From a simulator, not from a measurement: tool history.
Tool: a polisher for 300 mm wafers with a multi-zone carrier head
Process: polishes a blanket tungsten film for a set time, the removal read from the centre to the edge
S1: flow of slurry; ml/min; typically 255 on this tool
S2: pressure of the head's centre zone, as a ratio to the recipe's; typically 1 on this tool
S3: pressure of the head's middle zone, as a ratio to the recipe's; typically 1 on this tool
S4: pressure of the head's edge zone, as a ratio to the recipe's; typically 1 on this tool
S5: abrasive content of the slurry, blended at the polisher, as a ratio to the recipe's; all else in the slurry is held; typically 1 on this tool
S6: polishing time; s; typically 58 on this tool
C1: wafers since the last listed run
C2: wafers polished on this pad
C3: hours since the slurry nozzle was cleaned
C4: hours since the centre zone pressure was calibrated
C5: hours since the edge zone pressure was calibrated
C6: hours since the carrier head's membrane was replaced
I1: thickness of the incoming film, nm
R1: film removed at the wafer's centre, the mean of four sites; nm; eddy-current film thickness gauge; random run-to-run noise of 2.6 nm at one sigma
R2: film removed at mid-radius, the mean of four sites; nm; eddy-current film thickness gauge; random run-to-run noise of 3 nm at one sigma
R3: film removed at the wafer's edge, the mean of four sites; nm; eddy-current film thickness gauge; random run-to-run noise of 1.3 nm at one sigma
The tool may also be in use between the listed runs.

run    hour   S1    S2    S3    S4    S5  S6    C1    C2     C3      C4      C5      C6      I1     R1     R2     R3
  1       0  255     1     1  0.91   1.1  58     0   671  190.2  1053.3   780.4  1382.7  1147.8  179.9  208.2    204
  2    96.6  255     1     1  0.91   1.1  58   837  1509  286.8  1149.9     877  1479.3  1151.7  182.9  212.2  202.7
  3     143  255     1     1  0.91   1.1  58   402  1911  333.2  1196.3   923.4  1525.7  1141.7  178.7  209.8  202.8
      172.2  -- centre zone pressure recalibrated
  4   196.5  255  1.05     1     1  1.15  58   446  2358  386.7    24.3   976.9  1579.2  1141.9  213.2  218.2  215.2
  5   266.6  255  1.05     1     1  1.15  58   608  2966  456.8    94.4    1047  1649.3  1135.3  209.9  213.6  214.5
      312.6  -- worn pad replaced by a new one
      346.4  -- slurry nozzle cleaned
  6   353.8  255  1.05     1     1  1.15  58   713   348    7.4   181.6  1134.2  1736.5  1136.2  204.6  219.2  214.3
      375.5  -- edge zone pressure recalibrated
  7   398.7  255  1.07     1     1     1  58   372   720   52.3   226.5    23.2  1781.4  1122.7  206.4  205.3  206.7
      455.6  -- carrier head's membrane replaced by a new one
  8   591.6  255     1     1     1     1  58  1629  2350  245.2   419.4   216.1     136  1152.5  186.5  200.4  206.6
  9   657.4  255  0.95     1     1     1  76   570  2921    311   485.2   281.9   201.8    1152  234.3  272.9  271.7
      738.5  -- worn pad replaced by a new one
 10     757  315     1  0.95     1  0.85  66   829   160  410.6   584.8   381.5   301.4  1150.9  206.8  215.3  231.5
      799.4  -- slurry nozzle cleaned
 11   826.8  255  0.89     1     1  1.15  58   596   757   27.4   654.6   451.3   371.2  1151.5    175  214.8  216.2
 12   866.8  295     1     1     1     1  58   346  1104   67.4   694.6   491.3   411.2  1137.3  183.1    214  209.3
 13   927.7  255  1.05     1     1   1.2  45   528  1632  128.3   755.5   552.2   472.1  1149.2    155  165.3  167.8
 14  1035.6  255     1  0.91  0.95     1  65   936  2568  236.2   863.4   660.1     580  1140.1  197.6  210.4  226.6
 15  1089.5  255  0.94  0.88     1     1  42   467  3035  290.1   917.3     714   633.9    1145  123.5  133.2  150.8
 16  1127.7  255     1     1     1     1  58   331  3367  328.3   955.5   752.2   672.1  1154.2  181.1  206.6  207.2
 17  1192.6  255  0.92  1.09  1.11   1.1  58   562  3930  393.2  1020.4   817.1     737  1160.5    173  228.9  223.9
     1201.6  -- worn pad replaced by a new one
     1287.2  -- slurry nozzle cleaned
 18  1292.3  255     1     1     1  1.25  58   821   778    5.1  1120.1   916.8   836.7  1142.5  195.6  216.2  220.6
 19  1386.1  190     1     1  1.04  1.25  64   813  1592   98.9  1213.9  1010.6   930.5  1137.8  200.9  235.9  240.5
     1434.6  -- edge zone pressure recalibrated
     1486.1  -- centre zone pressure recalibrated
 20  1486.6  255     1     1     1     1  58   837  2429  199.4     0.5      52    1031  1121.8  196.8  208.4  207.6
 21  1552.2  255     1     1  0.91   1.1  58   569  2998    265    66.1   117.6  1096.6  1120.5  198.9  215.1    202
       1570  -- worn pad replaced by a new one
 22  1641.9  200  0.93     1     1     1  42   743   623  354.7   155.8   207.3  1186.3  1152.5  127.3  145.7  146.8

Forecast each of these 3 alternatives for the next run:
  A  1642.3  255     1  1.09     1   1  58   3  627  355.1  156.2  207.7  1186.7  1140.9   ?   ?   ?
  B  1642.3  220  0.92  1.11  1.04   1  58   3  627  355.1  156.2  207.7  1186.7  1140.9   ?   ?   ?
  C  1642.3  255   1.1  0.97     1   1  38   3  627  355.1  156.2  207.7  1186.7  1140.9   ?   ?   ?

run     R1     R2     R3
  A    191  219.5  205.8
  B  175.9  219.5  207.2
  C  134.9  130.2    135
Take away the tool's hidden state, keep each run's random variation, and the runs would have read:
run     R1     R2     R3
  A  200.1  219.4  205.8
  B  184.3  219.5  207.2
  C  141.3  130.2    135
